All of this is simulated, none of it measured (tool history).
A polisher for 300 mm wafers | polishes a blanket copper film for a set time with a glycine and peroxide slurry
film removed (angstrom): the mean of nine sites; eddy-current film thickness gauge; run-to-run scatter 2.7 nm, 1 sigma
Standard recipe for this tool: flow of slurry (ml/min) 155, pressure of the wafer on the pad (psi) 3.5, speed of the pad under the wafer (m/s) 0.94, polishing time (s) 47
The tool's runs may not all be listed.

| run | hour | flow of slurry (ml/min) | pressure of the wafer on the pad (psi) | speed of the pad under the wafer (m/s) | polishing time (s) | incoming thickness of the incoming film, nm | film removed (angstrom) |
|---|---|---|---|---|---|---|---|
| 1 | 0 | 185 | 4.1 | 0.94 | 47 | 1768.6 | 2522 |
|  | 30.1 | worn pad replaced by a new one |
| 2 | 34.8 | 185 | 4.1 | 0.94 | 47 | 1783.8 | 2686 |
| 3 | 59.7 | 155 | 3.5 | 0.94 | 60 | 1780.3 | 2943 |
| 4 | 74.7 | 155 | 3.5 | 0.94 | 47 | 1742.1 | 2255 |
| 5 | 89.6 | 155 | 3.5 | 0.94 | 47 | 1790.8 | 2280 |
| 6 | 108.2 | 155 | 3.5 | 0.94 | 47 | 1803.2 | 2299 |
| 7 | 131.2 | 155 | 3.5 | 0.94 | 47 | 1759.3 | 2260 |
| 8 | 156.6 | 180 | 3.5 | 0.94 | 47 | 1773.2 | 2321 |
| 9 | 188.3 | 155 | 3.5 | 0.74 | 47 | 1786.1 | 1832 |
| 10 | 212.1 | 155 | 3.5 | 0.94 | 47 | 1760 | 2215 |
|  | 288.4 | slurry nozzle cleaned |
|  | 294.8 | worn pad replaced by a new one |
| 11 | 308.9 | 155 | 3.5 | 0.94 | 47 | 1772.7 | 2269 |
| 12 | 327.5 | 155 | 3.5 | 0.94 | 47 | 1767.5 | 2290 |
| 13 | 350.1 | 155 | 3.5 | 0.94 | 47 | 1758.9 | 2267 |
| 14 | 368.6 | 155 | 3.5 | 0.72 | 47 | 1771 | 1839 |
| 15 | 384.1 | 155 | 4.3 | 0.74 | 41 | 1792.9 | 1900 |
| 16 | 410.3 | 200 | 3.5 | 0.94 | 47 | 1800 | 2370 |
| 17 | 436.4 | 155 | 3.5 | 0.94 | 47 | 1781.9 | 2198 |
| 18 | 455.6 | 155 | 3.5 | 0.94 | 61 | 1751.7 | 2849 |
| 19 | 490.8 | 110 | 3.5 | 0.94 | 47 | 1773.1 | 2035 |
| 20 | 507.4 | 155 | 3.5 | 0.94 | 47 | 1746.1 | 2191 |
| 21 | 533.2 | 200 | 4.7 | 0.94 | 47 | 1796.8 | 2771 |
|  | 568.1 | worn pad replaced by a new one |
| 22 | 568.6 | 155 | 3.5 | 0.94 | 31 | 1765.5 | 1546 |
|  | 589.5 | head pressure recalibrated |
| 23 | 592.7 | 155 | 3.5 | 0.94 | 47 | 1739.5 | 2466 |
| 24 | 623.1 | 180 | 2.7 | 0.64 | 40 | 1739.4 | 1354 |
| 25 | 659 | 155 | 4 | 0.78 | 47 | 1767.9 | 2227 |
| 26 | 729.2 | 155 | 3.5 | 0.94 | 47 | 1747.1 | 2282 |
| 27 | 809.3 | 155 | 3.5 | 0.94 | 47 | 1761.7 | 2207 |
|  | 874.4 | worn pad replaced by a new one |
| 28 | 907.9 | 100 | 4.5 | 0.68 | 57 | 1753.5 | 2350 |
| 29 | 934.2 | 155 | 3.5 | 0.94 | 47 | 1767.3 | 2338 |
|  | 946.5 | slurry nozzle cleaned |
| 30 | 951.5 | 130 | 4.5 | 1.2 | 31 | 1733.1 | 2140 |
| 31 | 967.3 | 155 | 2.9 | 0.68 | 38 | 1757.9 | 1300 |
| 32 | 1066.8 | 180 | 2.5 | 0.94 | 35 | 1804.5 | 1361 |
| 33 | 1083.4 | 155 | 2.5 | 0.68 | 47 | 1769.8 | 1409 |
| 34 | 1118.7 | 205 | 4.5 | 0.94 | 47 | 1786.1 | 2766 |
|  | 1132.3 | worn pad replaced by a new one |
| 35 | 1145.6 | 155 | 3.5 | 0.66 | 61 | 1754.7 | 2298 |
| 36 | 1168.5 | 115 | 4.3 | 0.66 | 53 | 1762.2 | 2110 |
| 37 | 1270.9 | 185 | 3.5 | 1.1 | 47 | 1752.9 | 2529 |

Here are 4 independent what-if runs from the current tool condition. What would each one return?
| A | 1271.3 | 155 | 2.5 | 0.94 | 47 | 1774.1 | ? |
| B | 1271.3 | 155 | 4.1 | 0.94 | 47 | 1774.1 | ? |
| C | 1271.3 | 120 | 3.5 | 1.18 | 32 | 1774.1 | ? |
| D | 1271.3 | 155 | 3.5 | 1.14 | 47 | 1774.1 | ? |

| run | film removed (angstrom) |
|---|---|
| A | 1753 |
| B | 2451 |
| C | 1685 |
| D | 2543 |
With no hidden state in the tool, these same runs would have given:
| run | film removed (angstrom) |
|---|---|
| A | 1963 |
| B | 2757 |
| C | 1897 |
| D | 2862 |
